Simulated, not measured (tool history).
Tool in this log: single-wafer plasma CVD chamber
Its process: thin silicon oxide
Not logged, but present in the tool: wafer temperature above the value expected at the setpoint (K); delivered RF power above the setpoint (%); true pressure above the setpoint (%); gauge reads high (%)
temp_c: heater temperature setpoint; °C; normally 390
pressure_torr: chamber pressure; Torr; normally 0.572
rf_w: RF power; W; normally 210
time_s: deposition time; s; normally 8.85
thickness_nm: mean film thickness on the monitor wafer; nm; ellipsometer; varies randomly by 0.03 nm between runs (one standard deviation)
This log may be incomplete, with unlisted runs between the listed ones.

run,day,temp_c,pressure_torr,rf_w,time_s,wafers since the last listed run,hours since the last thermocouple change,hours since the last RF generator calibration,hours since the last manometer calibration,hours since the showerhead was replaced,hours since the gauge calibration,"read-back reference wafer on the same gauge, thickness_nm",thickness_nm
1,0,390,0.572,210,8.85,0,1129.2,260.7,1782.7,2830.2,361.7,10.228,9.573
2,2.404,390,0.572,210,8.85,2113,1186.9,318.4,1840.4,2887.9,419.4,10.226,9.499
3,5.167,390,0.572,210,8.85,2428,1253.2,384.7,1906.7,2954.2,485.7,10.232,9.542
4,8.138,390,0.572,210,10.08,2611,1324.5,456,1978,3025.5,557,10.231,10.863
5,9.192,390,0.572,210,10.08,926,1349.8,481.3,2003.3,3050.8,582.3,10.229,10.869
6,10.383,390,0.572,210,10.08,1047,1378.4,509.9,2031.9,3079.4,610.9,10.23,10.782
7,13.225,390,0.572,210,8.85,2498,1446.6,578.1,2100.1,3147.6,679.1,10.229,9.513
# day 15.696: showerhead replaced
8,15.717,390,0.572,210,8.85,1897,1506.4,637.9,2159.9,0.5,738.9,10.232,9.465
# day 16.5: capacitance manometer re-zeroed and calibrated
9,17.188,400,0.572,210,8.85,1000,1541.7,673.2,16.5,35.8,774.2,10.23,9.382
10,19.417,400,0.572,210,8.85,1959,1595.2,726.7,70,89.3,827.7,10.231,9.411
# day 19.7: gauge calibrated
11,21.583,397,0.572,210,8.85,1904,1647.2,778.7,122,141.3,45.2,10.231,9.426
12,24.133,390,0.572,210,8.85,2241,1708.4,839.9,183.2,202.5,106.4,10.234,9.532
# day 25.262: RF generator calibrated
13,26.583,401,0.669,245,7.93,1860,1767.2,31.7,242,261.3,165.2,10.233,10.605
14,28.258,390,0.572,210,8.85,1472,1807.4,71.9,282.2,301.5,205.4,10.233,9.493
# day 28.654: thermocouple changed; heater temperature recalibrated
15,29.45,390,0.689,230,7.46,754,19.1,100.5,310.8,330.1,234,10.23,10.073
16,32.021,377,0.708,190,8.85,2260,80.8,162.2,372.5,391.8,295.7,10.229,11.226
17,38.021,378,0.572,210,8.85,5274,224.8,306.2,516.5,535.8,439.7,10.225,9.578
18,39.25,390,0.572,210,8.85,1080,254.3,335.7,546,565.3,469.2,10.227,9.544
19,40.75,378,0.683,190,10.51,1318,290.3,371.7,582,601.3,505.2,10.226,12.913
20,43.221,398,0.572,210,10.47,2172,349.6,431,641.3,660.6,564.5,10.226,11.202
21,45.671,401,0.572,210,8.4,2153,408.4,489.8,700.1,719.4,623.3,10.235,8.979

Hidden state, per run?
wafer temperature above the value expected at the setpoint (K): 0 at every run
delivered RF power above the setpoint (%): 0 at every run
true pressure above the setpoint (%): 0 at every run
gauge reads high (%): 0 at every run
